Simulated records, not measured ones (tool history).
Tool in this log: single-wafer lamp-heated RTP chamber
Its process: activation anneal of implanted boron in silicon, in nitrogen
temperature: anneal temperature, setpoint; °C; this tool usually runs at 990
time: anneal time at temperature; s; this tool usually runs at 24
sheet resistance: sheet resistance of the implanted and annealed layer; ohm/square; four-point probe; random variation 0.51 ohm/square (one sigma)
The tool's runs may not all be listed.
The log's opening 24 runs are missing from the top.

run     day  temperature  time  read-back reference wafer on the same gauge, sheet resistance  sheet resistance
 25  75.717          990    24                                                          89.43              92.4
     80.179  -- reflector plate cleaned
 26  80.512          960    31                                                           89.8            108.93
 27  82.562          990    24                                                          89.51             92.26
 28    86.4          969    30                                                          89.72            100.41
 29  88.546         1015    11                                                           89.4              87.5
     90.471  -- pyrometer window cleaned and pyrometer calibrated
 30  90.521         1002    24                                                          89.56             89.15
 31  94.842         1016    20                                                          89.68             86.76
 32  96.967          975    16                                                          89.48            103.89
     99.538  -- reflector plate cleaned
 33  100.25          990    24                                                          89.34             91.77

What if the next run were any one of these 5? Each begins from the tool's condition after run 33:
  A  100.267          990    10                                                              ?                 ?
  B  100.267          998    14                                                              ?                 ?
  C  100.267         1013    20                                                              ?                 ?
  D  100.267          998    34                                                              ?                 ?
  E  100.267          982    24                                                              ?                 ?

run  read-back reference wafer on the same gauge, sheet resistance  sheet resistance
  A                                                          89.76             97.46
  B                                                          89.76             92.41
  C                                                          89.76             87.66
  D                                                          89.76             89.41
  E                                                          89.76             96.68
With no hidden state in the tool, these same runs would have given:
run  sheet resistance
  A             99.25
  B             93.55
  C             88.24
  D             90.23
  E             98.37

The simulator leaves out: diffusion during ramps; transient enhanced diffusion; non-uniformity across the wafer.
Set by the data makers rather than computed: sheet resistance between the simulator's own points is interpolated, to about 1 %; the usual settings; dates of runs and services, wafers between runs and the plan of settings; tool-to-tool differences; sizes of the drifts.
